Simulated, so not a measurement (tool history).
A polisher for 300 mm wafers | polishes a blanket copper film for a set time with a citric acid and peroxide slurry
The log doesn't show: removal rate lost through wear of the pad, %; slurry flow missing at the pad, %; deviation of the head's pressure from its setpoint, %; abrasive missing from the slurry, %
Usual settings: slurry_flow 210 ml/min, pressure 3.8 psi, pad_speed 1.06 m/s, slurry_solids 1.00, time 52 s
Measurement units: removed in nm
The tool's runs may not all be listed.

run,hour,slurry_flow,pressure,pad_speed,slurry_solids,time,wafers since the last listed run,wafers polished on this pad,hours since the slurry nozzle was cleaned,hours since the head pressure was calibrated,hours since the slurry blender was calibrated,"incoming thickness of the incoming film, nm",removed
1,0.0,210,3.8,1.06,1.00,52,0,3143,544.9,621.0,348.9,531.1,154.4
# hour 6.5: head pressure recalibrated
# hour 76.9: slurry nozzle cleaned
2,79.8,210,4.6,1.06,1.00,52,659,3802,2.9,73.3,428.7,538.5,184.1
3,138.0,210,4.6,1.06,1.00,52,499,4302,61.1,131.5,486.9,535.9,185.3
4,198.7,210,4.6,1.06,1.00,52,521,4823,121.8,192.2,547.6,542.8,183.2
# hour 206.9: worn pad replaced by a new one
5,264.6,210,3.8,1.06,1.00,52,531,495,187.7,258.1,613.5,539.3,156.4
6,301.2,210,3.8,1.06,1.00,52,314,810,224.3,294.7,650.1,545.5,157.8
# hour 316.7: slurry blender recalibrated
7,403.1,210,3.8,1.06,1.00,52,857,1668,326.2,396.6,86.4,541.8,155.6
8,461.5,210,4.3,1.06,1.00,52,501,2169,384.6,455.0,144.8,549.7,174.6
9,559.0,210,3.8,1.06,1.00,52,837,3006,482.1,552.5,242.3,548.3,153.9
# hour 615.6: head pressure recalibrated
# hour 691.3: slurry nozzle cleaned
10,781.8,270,3.0,1.06,1.00,52,1887,4894,90.5,166.2,465.1,532.0,123.4
# hour 801.9: worn pad replaced by a new one
11,871.5,210,2.5,1.06,1.00,52,736,598,180.2,255.9,554.8,540.1,105.5
12,968.0,210,3.3,1.06,1.00,58,828,1426,276.7,352.4,651.3,541.5,153.4
13,1008.8,180,2.9,1.06,1.00,46,350,1777,317.5,393.2,692.1,545.5,103.2
# hour 1012.3: slurry blender recalibrated
14,1111.5,210,3.8,0.80,1.00,35,864,2641,420.2,495.9,99.2,532.9,86.6
15,1149.8,210,3.1,0.80,1.25,52,328,2970,458.5,534.2,137.5,537.5,107.9
16,1208.7,275,5.0,1.06,1.00,68,505,3476,517.4,593.1,196.4,547.1,269.5
# hour 1250.4: head pressure recalibrated
17,1294.9,210,4.1,1.06,1.10,52,723,4199,603.6,44.5,282.6,537.9,166.8
# hour 1384.4: slurry nozzle cleaned
18,1384.9,210,4.2,1.06,1.00,52,764,4964,0.5,134.5,372.6,540.3,166.8
# hour 1448.1: worn pad replaced by a new one
19,1455.5,210,3.8,1.06,1.00,52,571,63,71.1,205.1,443.2,535.1,159.4
20,1498.3,210,3.8,1.06,1.00,52,367,430,113.9,247.9,486.0,539.9,158.9
21,1567.3,190,3.2,1.06,0.75,42,592,1023,182.9,316.9,555.0,545.5,101.0
22,1630.2,210,4.7,1.06,1.15,52,540,1563,245.8,379.8,617.9,547.5,197.0
# hour 1685.7: slurry blender recalibrated
23,1689.0,210,3.8,1.06,1.20,44,487,2051,304.6,438.6,3.3,544.4,135.9
24,1757.2,235,4.8,1.38,1.30,52,585,2637,372.8,506.8,71.5,548.7,255.3
25,1810.3,145,3.2,0.70,1.00,41,456,3093,425.9,559.9,124.6,530.3,72.6

For run 26, what comes out?
26,1868.2,210,3.8,1.30,1.00,58,497,3590,483.8,617.8,182.5,537.0,?

{"run 26": {"removed": 200.0}}
With no hidden state in the tool, this same run would have given removed 205.4 nm.
